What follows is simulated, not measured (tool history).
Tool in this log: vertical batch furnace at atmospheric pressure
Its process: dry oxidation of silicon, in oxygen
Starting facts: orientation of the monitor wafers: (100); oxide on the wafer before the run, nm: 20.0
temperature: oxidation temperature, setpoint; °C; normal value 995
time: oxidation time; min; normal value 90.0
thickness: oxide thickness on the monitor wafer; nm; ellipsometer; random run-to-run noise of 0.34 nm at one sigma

run	day	temperature	time	wafers since the last listed run	hours since the last temperature calibration	hours since the boat lift was adjusted	hours since the gauge calibration	read-back reference wafer on the same gauge, thickness	thickness
1	0.000	995	90.0	0	1535.1	1256.3	1054.0	63.24	71.85
2	1.738	995	90.0	562	1576.8	1298.0	1095.7	63.21	71.64
3	6.571	995	90.0	1563	1692.8	1414.0	1211.7	63.25	71.32
4	9.112	995	90.0	822	1753.8	1475.0	1272.7	63.17	72.52
5	11.271	995	90.0	698	1805.6	1526.8	1324.5	63.23	72.26
6	14.096	995	90.0	913	1873.4	1594.6	1392.3	63.19	72.01
# day 15.829: gauge calibrated
# day 17.642: boat lift adjusted
# day 23.396: thermocouples replaced and temperature profile calibrated
7	23.417	995	90.0	2368	0.5	138.6	182.1	63.19	69.96
8	24.333	995	90.0	296	22.5	160.6	204.1	63.17	69.92
9	26.688	995	68.5	761	79.0	217.1	260.6	63.18	60.03
10	28.150	995	90.0	473	114.1	252.2	295.7	63.16	70.36
11	30.938	1013	123.0	901	181.0	319.1	362.6	63.16	100.15
12	32.662	988	90.0	558	222.4	360.5	404.0	63.14	67.29
13	34.554	995	101.5	611	267.8	405.9	449.4	63.21	76.08
14	36.688	995	90.0	690	319.0	457.1	500.6	63.19	71.28
15	39.567	995	90.0	931	388.1	526.2	569.7	63.18	69.91
16	41.262	1016	109.0	548	428.8	566.9	610.4	63.23	94.94
17	43.883	1015	76.5	847	491.7	629.8	673.3	63.17	76.11
18	44.954	995	90.0	346	517.4	655.5	699.0	63.21	70.90
19	46.117	974	65.5	376	545.3	683.4	726.9	63.20	51.46
20	49.025	1011	72.5	940	615.1	753.2	796.7	63.19	71.51
21	50.308	987	134.5	415	645.9	784.0	827.5	63.25	85.18

Below, some changes in thickness between adjacent runs. For each, the amount present without the hidden state too (settings, incoming material, random variation) and the amount remaining for the hidden state with gauge scatter not shared by both compared results:
Hidden state present: true tube temperature minus thermocouple reading, K; monitor wafer colder than the profiled boat position, K; gauge reads high (%).
Run 6 -> 7: gauge calibrated, boat lift adjusted, thermocouples replaced and temperature profile calibrated. thickness -2.05 nm: hidden state -2.11, all else +0.06.
Run 10 -> 11: temperature 995 -> 1013, time 90.0 -> 123.0. thickness +29.79 nm: hidden state +0.50, all else +29.29.
Run 11 -> 12: temperature 1013 -> 988, time 123.0 -> 90.0. thickness -32.86 nm: hidden state -0.47, all else -32.39.
Run 19 -> 20: temperature 974 -> 1011, time 65.5 -> 72.5. thickness +20.05 nm: hidden state +0.85, all else +19.20.

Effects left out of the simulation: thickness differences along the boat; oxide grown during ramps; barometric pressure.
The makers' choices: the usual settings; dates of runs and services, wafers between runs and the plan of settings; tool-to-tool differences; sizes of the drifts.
